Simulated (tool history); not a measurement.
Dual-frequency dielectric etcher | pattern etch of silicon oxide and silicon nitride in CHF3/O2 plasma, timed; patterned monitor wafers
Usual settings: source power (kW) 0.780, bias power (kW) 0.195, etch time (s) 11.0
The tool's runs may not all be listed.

run,hour,source power (kW),bias power (kW),etch time (s),"read-back reference wafer on the same gauge, depth_nm",mean etch depth across the wafer (nm)
1,0.0,0.840,0.195,11.0,20.27,17.16
2,22.9,0.870,0.195,11.0,20.27,17.35
3,36.0,0.870,0.195,11.0,20.30,17.37
4,57.2,0.780,0.208,11.0,20.28,16.82
5,91.5,0.780,0.208,11.0,20.26,16.99
6,107.0,0.780,0.208,11.0,20.26,16.92
7,137.6,0.780,0.195,11.0,20.34,16.70
# hour 190.1: upper electrode replaced
8,190.6,0.780,0.195,12.5,20.33,18.85
9,191.4,0.780,0.195,12.5,20.29,18.78
# hour 221.2: wet clean of the chamber
10,222.9,0.780,0.195,11.0,20.29,18.25
11,254.4,0.780,0.195,11.0,20.31,18.18
12,269.6,0.890,0.218,12.5,20.30,22.65
# hour 276.4: source power generator calibrated
# hour 316.4: wet clean of the chamber, repeated, since the last time left the tool worse
13,316.9,0.920,0.195,11.0,20.34,17.93
14,318.9,0.780,0.147,13.5,20.29,19.53
# hour 353.0: bias power generator calibrated
15,353.5,0.780,0.195,11.0,20.35,17.17
16,380.9,0.780,0.195,11.0,20.29,16.93
# hour 416.1: gauge calibrated
17,425.3,0.780,0.195,11.0,20.32,17.14
18,449.2,0.650,0.222,14.0,20.26,21.17
19,469.1,0.600,0.244,14.0,20.34,21.01
20,496.9,0.780,0.195,11.0,20.31,17.04
21,529.2,0.600,0.240,11.0,20.28,16.31
22,562.6,0.970,0.224,8.0,20.28,13.94

Measured less the same run without the tool's hidden state. The same run-to-run variation is in both; the gauge's scatter may not be:
The hidden state here: etch rate over this chamber's usual, %; source power that arrives over what is set, %; bias power that arrives over what is set, %; gauge reads high (%).
run,mean etch depth across the wafer (nm)
1,-0.50
2,-0.54
3,-0.55
4,-0.56
5,-0.60
6,-0.62
7,-0.65
8,-0.80
9,-0.80
10,+1.18
11,+1.14
12,+1.40
13,-0.02
14,-0.02
15,-0.06
16,-0.09
17,-0.15
18,-0.21
19,-0.24
20,-0.22
21,-0.25
22,-0.25
